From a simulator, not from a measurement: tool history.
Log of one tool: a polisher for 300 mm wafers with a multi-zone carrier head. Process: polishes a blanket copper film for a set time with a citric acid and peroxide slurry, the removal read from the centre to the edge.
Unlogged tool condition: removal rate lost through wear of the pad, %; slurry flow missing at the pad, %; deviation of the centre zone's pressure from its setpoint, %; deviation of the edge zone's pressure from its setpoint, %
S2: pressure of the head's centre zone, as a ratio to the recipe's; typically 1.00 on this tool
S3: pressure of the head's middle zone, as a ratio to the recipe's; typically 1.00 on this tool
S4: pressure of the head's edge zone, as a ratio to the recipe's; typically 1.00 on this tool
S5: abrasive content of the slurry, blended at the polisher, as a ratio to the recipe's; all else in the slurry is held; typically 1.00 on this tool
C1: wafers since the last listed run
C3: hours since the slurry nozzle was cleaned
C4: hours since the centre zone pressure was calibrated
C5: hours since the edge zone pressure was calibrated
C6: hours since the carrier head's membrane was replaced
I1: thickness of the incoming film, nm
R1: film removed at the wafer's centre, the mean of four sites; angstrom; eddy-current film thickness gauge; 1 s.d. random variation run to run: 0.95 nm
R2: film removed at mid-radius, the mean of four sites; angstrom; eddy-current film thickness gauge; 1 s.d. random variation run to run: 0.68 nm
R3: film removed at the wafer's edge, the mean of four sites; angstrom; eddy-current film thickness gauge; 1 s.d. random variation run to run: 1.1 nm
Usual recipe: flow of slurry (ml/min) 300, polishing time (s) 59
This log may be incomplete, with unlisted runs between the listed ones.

{"run": 1, "hour": 0.0, "flow of slurry (ml/min)": 300, "S2": 1.0, "S3": 1.0, "S4": 1.0, "S5": 1.0, "polishing time (s)": 59, "C1": 0, "wafers polished on this pad": 529, "C3": 713.2, "C4": 1204.4, "C5": 495.2, "C6": 1515.7, "I1": 589.5, "R1": 962, "R2": 952, "R3": 975}
{"run": 2, "hour": 13.8, "flow of slurry (ml/min)": 300, "S2": 1.0, "S3": 1.0, "S4": 1.0, "S5": 1.0, "polishing time (s)": 59, "C1": 179, "wafers polished on this pad": 708, "C3": 727.0, "C4": 1218.2, "C5": 509.0, "C6": 1529.5, "I1": 600.0, "R1": 957, "R2": 955, "R3": 952}
{"run": 3, "hour": 30.9, "flow of slurry (ml/min)": 300, "S2": 1.0, "S3": 1.0, "S4": 1.0, "S5": 1.0, "polishing time (s)": 59, "C1": 222, "wafers polished on this pad": 931, "C3": 744.1, "C4": 1235.3, "C5": 526.1, "C6": 1546.6, "I1": 606.6, "R1": 937, "R2": 935, "R3": 936}
{"hour": 42.2, "done": "worn pad replaced by a new one"}
{"run": 4, "hour": 42.7, "flow of slurry (ml/min)": 300, "S2": 1.0, "S3": 1.0, "S4": 1.0, "S5": 1.0, "polishing time (s)": 43, "C1": 101, "wafers polished on this pad": 6, "C3": 755.9, "C4": 1247.1, "C5": 537.9, "C6": 1558.4, "I1": 594.9, "R1": 706, "R2": 710, "R3": 716}
{"run": 5, "hour": 48.1, "flow of slurry (ml/min)": 300, "S2": 1.0, "S3": 1.0, "S4": 1.0, "S5": 1.0, "polishing time (s)": 43, "C1": 70, "wafers polished on this pad": 76, "C3": 761.3, "C4": 1252.5, "C5": 543.3, "C6": 1563.8, "I1": 598.2, "R1": 718, "R2": 714, "R3": 729}
{"run": 6, "hour": 60.9, "flow of slurry (ml/min)": 300, "S2": 1.0, "S3": 1.0, "S4": 1.0, "S5": 1.0, "polishing time (s)": 43, "C1": 166, "wafers polished on this pad": 243, "C3": 774.1, "C4": 1265.3, "C5": 556.1, "C6": 1576.6, "I1": 604.3, "R1": 712, "R2": 719, "R3": 709}
{"run": 7, "hour": 70.8, "flow of slurry (ml/min)": 300, "S2": 1.0, "S3": 1.0, "S4": 1.0, "S5": 1.0, "polishing time (s)": 59, "C1": 128, "wafers polished on this pad": 372, "C3": 784.0, "C4": 1275.2, "C5": 566.0, "C6": 1586.5, "I1": 591.9, "R1": 983, "R2": 965, "R3": 994}
{"run": 8, "hour": 85.9, "flow of slurry (ml/min)": 300, "S2": 1.0, "S3": 1.0, "S4": 1.0, "S5": 1.0, "polishing time (s)": 59, "C1": 196, "wafers polished on this pad": 568, "C3": 799.1, "C4": 1290.3, "C5": 581.1, "C6": 1601.6, "I1": 607.8, "R1": 962, "R2": 961, "R3": 981}
{"hour": 97.5, "done": "centre zone pressure recalibrated"}
{"run": 9, "hour": 98.3, "flow of slurry (ml/min)": 300, "S2": 1.0, "S3": 0.95, "S4": 1.0, "S5": 1.0, "polishing time (s)": 59, "C1": 135, "wafers polished on this pad": 703, "C3": 811.5, "C4": 0.8, "C5": 593.5, "C6": 1614.0, "I1": 599.9, "R1": 951, "R2": 920, "R3": 962}
{"run": 10, "hour": 113.3, "flow of slurry (ml/min)": 300, "S2": 1.0, "S3": 1.0, "S4": 1.0, "S5": 1.0, "polishing time (s)": 59, "C1": 195, "wafers polished on this pad": 898, "C3": 826.5, "C4": 15.8, "C5": 608.5, "C6": 1629.0, "I1": 595.2, "R1": 956, "R2": 934, "R3": 949}
{"hour": 121.5, "done": "worn pad replaced by a new one"}
{"run": 11, "hour": 130.3, "flow of slurry (ml/min)": 300, "S2": 1.0, "S3": 0.9, "S4": 1.0, "S5": 1.0, "polishing time (s)": 59, "C1": 169, "wafers polished on this pad": 114, "C3": 843.5, "C4": 32.8, "C5": 625.5, "C6": 1646.0, "I1": 602.3, "R1": 968, "R2": 893, "R3": 987}
{"hour": 136.2, "done": "carrier head's membrane replaced by a new one"}
{"hour": 139.0, "done": "slurry nozzle cleaned"}
{"run": 12, "hour": 143.9, "flow of slurry (ml/min)": 300, "S2": 1.0, "S3": 1.0, "S4": 1.0, "S5": 1.0, "polishing time (s)": 59, "C1": 98, "wafers polished on this pad": 212, "C3": 4.9, "C4": 46.4, "C5": 639.1, "C6": 7.7, "I1": 599.5, "R1": 961, "R2": 964, "R3": 976}
{"run": 13, "hour": 159.6, "flow of slurry (ml/min)": 300, "S2": 1.04, "S3": 1.0, "S4": 1.0, "S5": 1.0, "polishing time (s)": 59, "C1": 204, "wafers polished on this pad": 417, "C3": 20.6, "C4": 62.1, "C5": 654.8, "C6": 23.4, "I1": 604.8, "R1": 1001, "R2": 962, "R3": 961}
{"run": 14, "hour": 167.4, "flow of slurry (ml/min)": 245, "S2": 1.0, "S3": 1.0, "S4": 1.0, "S5": 1.0, "polishing time (s)": 59, "C1": 101, "wafers polished on this pad": 518, "C3": 28.4, "C4": 69.9, "C5": 662.6, "C6": 31.2, "I1": 599.3, "R1": 923, "R2": 938, "R3": 952}
{"hour": 175.7, "done": "edge zone pressure recalibrated"}
{"run": 15, "hour": 185.4, "flow of slurry (ml/min)": 300, "S2": 1.0, "S3": 1.0, "S4": 1.1, "S5": 1.0, "polishing time (s)": 59, "C1": 208, "wafers polished on this pad": 726, "C3": 46.4, "C4": 87.9, "C5": 9.7, "C6": 49.2, "I1": 599.1, "R1": 958, "R2": 953, "R3": 999}
{"run": 16, "hour": 198.2, "flow of slurry (ml/min)": 370, "S2": 0.96, "S3": 0.93, "S4": 1.0, "S5": 1.0, "polishing time (s)": 59, "C1": 166, "wafers polished on this pad": 893, "C3": 59.2, "C4": 100.7, "C5": 22.5, "C6": 62.0, "I1": 603.0, "R1": 917, "R2": 899, "R3": 959}
{"hour": 212.6, "done": "worn pad replaced by a new one"}
{"run": 17, "hour": 215.1, "flow of slurry (ml/min)": 300, "S2": 0.96, "S3": 1.0, "S4": 0.95, "S5": 1.0, "polishing time (s)": 74, "C1": 167, "wafers polished on this pad": 33, "C3": 76.1, "C4": 117.6, "C5": 39.4, "C6": 78.9, "I1": 605.4, "R1": 1180, "R2": 1232, "R3": 1200}
{"run": 18, "hour": 227.7, "flow of slurry (ml/min)": 300, "S2": 1.0, "S3": 1.0, "S4": 1.0, "S5": 1.0, "polishing time (s)": 59, "C1": 163, "wafers polished on this pad": 196, "C3": 88.7, "C4": 130.2, "C5": 52.0, "C6": 91.5, "I1": 594.4, "R1": 979, "R2": 979, "R3": 990}
{"run": 19, "hour": 238.4, "flow of slurry (ml/min)": 300, "S2": 1.0, "S3": 1.0, "S4": 1.0, "S5": 1.0, "polishing time (s)": 59, "C1": 139, "wafers polished on this pad": 336, "C3": 99.4, "C4": 140.9, "C5": 62.7, "C6": 102.2, "I1": 598.4, "R1": 972, "R2": 978, "R3": 973}
{"run": 20, "hour": 251.2, "flow of slurry (ml/min)": 205, "S2": 1.11, "S3": 1.0, "S4": 1.0, "S5": 1.0, "polishing time (s)": 59, "C1": 166, "wafers polished on this pad": 502, "C3": 112.2, "C4": 153.7, "C5": 75.5, "C6": 115.0, "I1": 594.6, "R1": 1030, "R2": 917, "R3": 933}
{"run": 21, "hour": 260.1, "flow of slurry (ml/min)": 300, "S2": 0.94, "S3": 1.0, "S4": 1.0, "S5": 1.0, "polishing time (s)": 59, "C1": 115, "wafers polished on this pad": 618, "C3": 121.1, "C4": 162.6, "C5": 84.4, "C6": 123.9, "I1": 587.7, "R1": 905, "R2": 951, "R3": 964}

Each row is a separate what-if for the run after 21, all from the same tool condition, not one after another. Results?
{"run": "A", "hour": 260.5, "flow of slurry (ml/min)": 300, "S2": 1.12, "S3": 1.0, "S4": 1.0, "S5": 1.0, "polishing time (s)": 59, "C1": 5, "wafers polished on this pad": 623, "C3": 121.5, "C4": 163.0, "C5": 84.8, "C6": 124.3, "I1": 607.9, "R1": "?", "R2": "?", "R3": "?"}
{"run": "B", "hour": 260.5, "flow of slurry (ml/min)": 300, "S2": 1.0, "S3": 0.91, "S4": 1.0, "S5": 1.0, "polishing time (s)": 45, "C1": 5, "wafers polished on this pad": 623, "C3": 121.5, "C4": 163.0, "C5": 84.8, "C6": 124.3, "I1": 607.9, "R1": "?", "R2": "?", "R3": "?"}
{"run": "C", "hour": 260.5, "flow of slurry (ml/min)": 300, "S2": 1.09, "S3": 1.0, "S4": 1.0, "S5": 1.0, "polishing time (s)": 50, "C1": 5, "wafers polished on this pad": 623, "C3": 121.5, "C4": 163.0, "C5": 84.8, "C6": 124.3, "I1": 607.9, "R1": "?", "R2": "?", "R3": "?"}
{"run": "D", "hour": 260.5, "flow of slurry (ml/min)": 300, "S2": 1.0, "S3": 1.0, "S4": 1.0, "S5": 1.15, "polishing time (s)": 59, "C1": 5, "wafers polished on this pad": 623, "C3": 121.5, "C4": 163.0, "C5": 84.8, "C6": 124.3, "I1": 607.9, "R1": "?", "R2": "?", "R3": "?"}
{"run": "E", "hour": 260.5, "flow of slurry (ml/min)": 300, "S2": 0.88, "S3": 1.04, "S4": 0.97, "S5": 1.0, "polishing time (s)": 79, "C1": 5, "wafers polished on this pad": 623, "C3": 121.5, "C4": 163.0, "C5": 84.8, "C6": 124.3, "I1": 607.9, "R1": "?", "R2": "?", "R3": "?"}

run=A R1=1068 R2=957 R3=979
run=B R1=731 R2=675 R3=748
run=C R1=882 R2=811 R3=830
run=D R1=986 R2=985 R3=1006
run=E R1=1139 R2=1327 R3=1292
What these runs would have given with no unlogged condition in the tool:
run=A R1=1087 R2=974 R3=996
run=B R1=744 R2=687 R3=761
run=C R1=898 R2=826 R3=844
run=D R1=1003 R2=1002 R3=1024
run=E R1=1158 R2=1350 R3=1314
